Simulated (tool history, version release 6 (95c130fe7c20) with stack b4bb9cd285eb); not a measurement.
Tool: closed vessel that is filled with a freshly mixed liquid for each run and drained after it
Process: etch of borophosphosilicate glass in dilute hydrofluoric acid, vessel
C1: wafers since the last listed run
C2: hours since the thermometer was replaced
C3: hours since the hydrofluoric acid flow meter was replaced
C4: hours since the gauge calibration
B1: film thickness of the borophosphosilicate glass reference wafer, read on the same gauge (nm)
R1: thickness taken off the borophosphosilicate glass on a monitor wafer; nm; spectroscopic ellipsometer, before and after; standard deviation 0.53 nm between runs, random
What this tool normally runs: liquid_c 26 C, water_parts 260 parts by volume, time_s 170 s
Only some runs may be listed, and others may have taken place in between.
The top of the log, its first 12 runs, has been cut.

Run 13, hour 1120.9: usual settings; C1 3248; C2 556; C3 1052.7; C4 2368.1; B1 72.17. Result: R1 56.3 nm.
Run 14, hour 1216.8: usual settings but time_s 85 s; C1 8112; C2 651.9; C3 1148.6; C4 2464; B1 72.29. Result: R1 28.1 nm.
At hour 1274.9: hydrofluoric acid flow meter replaced.
Run 15, hour 1280.8: usual settings but liquid_c 29 C; C1 5329; C2 715.9; C3 5.9; C4 2528; B1 72.32. Result: R1 62.52 nm.
Run 16, hour 1339: usual settings but water_parts 130 parts by volume, time_s 90 s; C1 4923; C2 774.1; C3 64.1; C4 2586.2; B1 72.39. Result: R1 69.08 nm.
At hour 1394: thermometer replaced.
Run 17, hour 1408.4: usual settings but liquid_c 22.5 C, water_parts 225 parts by volume; C1 5786; C2 14.4; C3 133.5; C4 2655.6; B1 72.43. Result: R1 59.8 nm.
Run 18, hour 1498: usual settings but liquid_c 22 C, water_parts 145 parts by volume, time_s 100 s; C1 7579; C2 104; C3 223.1; C4 2745.2; B1 72.5. Result: R1 58.96 nm.
Run 19, hour 1548.8: usual settings; C1 4297; C2 154.8; C3 273.9; C4 2796; B1 72.56. Result: R1 57.9 nm.
Run 20, hour 1611.5: usual settings; C1 5303; C2 217.5; C3 336.6; C4 2858.7; B1 72.58. Result: R1 57.08 nm.
At hour 1655.2: gauge calibrated.
Run 21, hour 1699.1: usual settings but liquid_c 22.5 C, water_parts 355 parts by volume; C1 7410; C2 305.1; C3 424.2; C4 43.9; B1 69.79. Result: R1 31.66 nm.
Run 22, hour 1759.5: usual settings but water_parts 220 parts by volume, time_s 110 s; C1 5109; C2 365.5; C3 484.6; C4 104.3; B1 69.87. Result: R1 44.4 nm.
Run 23, hour 1866.8: usual settings but liquid_c 24.5 C, water_parts 375 parts by volume, time_s 100 s; C1 9076; C2 472.8; C3 591.9; C4 211.6; B1 69.96. Result: R1 19.03 nm.
Run 24, hour 1962.5: usual settings but liquid_c 23.5 C, water_parts 330 parts by volume, time_s 255 s; C1 8095; C2 568.5; C3 687.6; C4 307.3; B1 70.05. Result: R1 56.15 nm.
Run 25, hour 2041.9: usual settings but water_parts 305 parts by volume; C1 6716; C2 647.9; C3 767; C4 386.7; B1 70.12. Result: R1 44.63 nm.
Run 26, hour 2111.5: usual settings but time_s 125 s; C1 5887; C2 717.5; C3 836.6; C4 456.3; B1 70.13. Result: R1 40.82 nm.
Run 27, hour 2161.8: usual settings; C1 4255; C2 767.8; C3 886.9; C4 506.6; B1 70.19. Result: R1 54.7 nm.
At hour 2220.2: thermometer replaced.
Run 28, hour 2265.3: usual settings; C1 8670; C2 45.1; C3 990.4; C4 610.1; B1 70.32. Result: R1 55.25 nm.
Run 29, hour 2369: usual settings but liquid_c 28.5 C, time_s 80 s; C1 8772; C2 148.8; C3 1094.1; C4 713.8; B1 70.39. Result: R1 28.45 nm.
Run 30, hour 2416.6: usual settings; C1 4026; C2 196.4; C3 1141.7; C4 761.4; B1 70.44. Result: R1 55 nm.
Run 31, hour 2455.9: usual settings; C1 3324; C2 235.7; C3 1181; C4 800.7; B1 70.49. Result: R1 54.72 nm.
Run 32, hour 2520.3: usual settings but water_parts 320 parts by volume, time_s 205 s; C1 5447; C2 300.1; C3 1245.4; C4 865.1; B1 70.5. Result: R1 51.62 nm.

Forecast each of these 3 alternatives for the next run:
Run A, hour 2521: usual settings; C1 59; C2 300.8; C3 1246.1; C4 865.8; B1 ?. Result: R1 ?.
Run B, hour 2521: usual settings but liquid_c 28 C, water_parts 185 parts by volume, time_s 230 s; C1 59; C2 300.8; C3 1246.1; C4 865.8; B1 ?. Result: R1 ?.
Run C, hour 2521: usual settings but liquid_c 31 C, water_parts 180 parts by volume; C1 59; C2 300.8; C3 1246.1; C4 865.8; B1 ?. Result: R1 ?.

run     B1      R1
  A  70.51   55.95
  B  70.51  124.16
  C  70.51  105.49
Take away the tool's hidden state, keep each run's random variation, and the runs would have read:
run      R1
  A   55.53
  B  123.23
  C  104.69
